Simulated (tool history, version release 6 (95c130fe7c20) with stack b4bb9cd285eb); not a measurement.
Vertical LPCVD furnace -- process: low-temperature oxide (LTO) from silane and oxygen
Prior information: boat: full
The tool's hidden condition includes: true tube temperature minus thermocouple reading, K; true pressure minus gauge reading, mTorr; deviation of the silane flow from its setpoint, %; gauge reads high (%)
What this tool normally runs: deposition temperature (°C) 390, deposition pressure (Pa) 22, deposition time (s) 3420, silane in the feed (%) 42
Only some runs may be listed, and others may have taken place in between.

run	hour	deposition temperature (°C)	deposition pressure (Pa)	deposition time (s)	silane in the feed (%)	wafers since the last listed run	hours since the last temperature calibration	hours since the pressure gauge was zeroed	hours since the silane flow controller was replaced	hours since the gauge calibration	read-back reference wafer on the same gauge, thickness	film thickness on the monitor wafer in the middle of the boat (Å)
1	0	390	22	3420	42	0	3276.6	4159.2	5403.8	308.8	307.95	3992.8
2	8.4	390	23.3	3420	42	127	3285	4167.6	5412.2	317.2	307.94	4236.8
3	20	390	23.3	3420	42	176	3296.6	4179.2	5423.8	328.8	308.25	4227.3
4	28.7	390	22	3420	42	132	3305.3	4187.9	5432.5	337.5	307.91	3991.3
5	39.1	390	22	3900	42	158	3315.7	4198.3	5442.9	347.9	307.98	4542.4
6	48	393	22	3420	42	135	3324.6	4207.2	5451.8	356.8	307.82	4129.9
7	57.8	396	22	3420	42	149	3334.4	4217	5461.6	366.6	307.79	4256.8
8	65.8	396	22	3420	42	121	3342.4	4225	5469.6	374.6	308.17	4269.3
9	73.4	396	22	3420	42	115	3350	4232.6	5477.2	382.2	308.12	4260.7
10	84.8	390	20.7	3420	42	173	3361.4	4244	5488.6	393.6	307.94	3745
11	99.3	390	20.7	3420	42	220	3375.9	4258.5	5503.1	408.1	308.06	3748.9
# hour 117.5: gauge calibrated
# hour 135.5: thermocouples replaced and temperature profile calibrated
12	136	390	22	3420	42	193	0.5	4295.2	5539.8	18.5	308.01	3813.8
13	141.1	390	22	3420	42	77	5.6	4300.3	5544.9	23.6	308.2	3819.2
14	146.2	390	22	3420	42	77	10.7	4305.4	5550	28.7	308.04	3819.5
15	155.1	390	22	3420	42	135	19.6	4314.3	5558.9	37.6	308.1	3833.5

Estimate the outcome of run 16 from the log above:
16	175.2	394	26	3990	46	305	39.7	4334.4	5579	57.7	?	?

Run 16 produced read-back reference wafer on the same gauge, thickness 308.14, film thickness on the monitor wafer in the middle of the boat (Å) 6081.8.
Without the tool's hidden state the same run would have given film thickness on the monitor wafer in the middle of the boat (Å) 6062.8.

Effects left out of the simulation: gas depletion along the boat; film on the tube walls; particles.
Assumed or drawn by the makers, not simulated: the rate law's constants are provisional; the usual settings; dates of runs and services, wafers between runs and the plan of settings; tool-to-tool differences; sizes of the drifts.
